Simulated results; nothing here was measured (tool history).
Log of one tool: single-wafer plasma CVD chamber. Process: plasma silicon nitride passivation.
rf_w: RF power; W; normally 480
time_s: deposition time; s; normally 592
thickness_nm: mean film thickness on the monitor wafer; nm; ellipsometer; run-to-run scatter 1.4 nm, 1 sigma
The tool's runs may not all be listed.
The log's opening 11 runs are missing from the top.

run   hour  rf_w  time_s  read-back reference wafer on the same gauge, thickness_nm  thickness_nm
 12  134.4   530     592                                                   1018.587       954.253
 13  151.2   530     592                                                   1019.325       955.059
     164.5  -- RF generator calibrated
 14  165.0   480     649                                                   1019.014      1015.532
 15  166.4   480     649                                                   1018.920      1016.241
 16  177.8   540     524                                                   1019.699       850.384
 17  186.5   420     592                                                   1020.310       885.774
 18  195.0   445     659                                                   1020.111      1006.534
 19  206.6   480     511                                                   1020.896       801.633
 20  215.0   450     592                                                   1020.522       907.852
 21  224.9   480     592                                                   1021.391       927.856
 22  235.4   415     558                                                   1021.064       836.352
 23  250.4   400     652                                                   1022.296       962.219
 24  256.5   560     592                                                   1021.757       974.208
 25  270.9   480     592                                                   1022.234       928.400
     274.4  -- gauge calibrated
 26  291.3   400     507                                                   1014.980       744.162
 27  305.3   545     592                                                   1015.432       959.882
 28  313.5   480     592                                                   1015.209       922.199
 29  326.1   520     709                                                   1016.369      1134.556

Forecast run 30:
 30  338.7   480     592                                                          ?             ?

read-back reference wafer on the same gauge, thickness_nm: 1016.788
thickness_nm: 920.912 nm
With no hidden state in the tool, this same run would have given thickness_nm 918.816 nm.
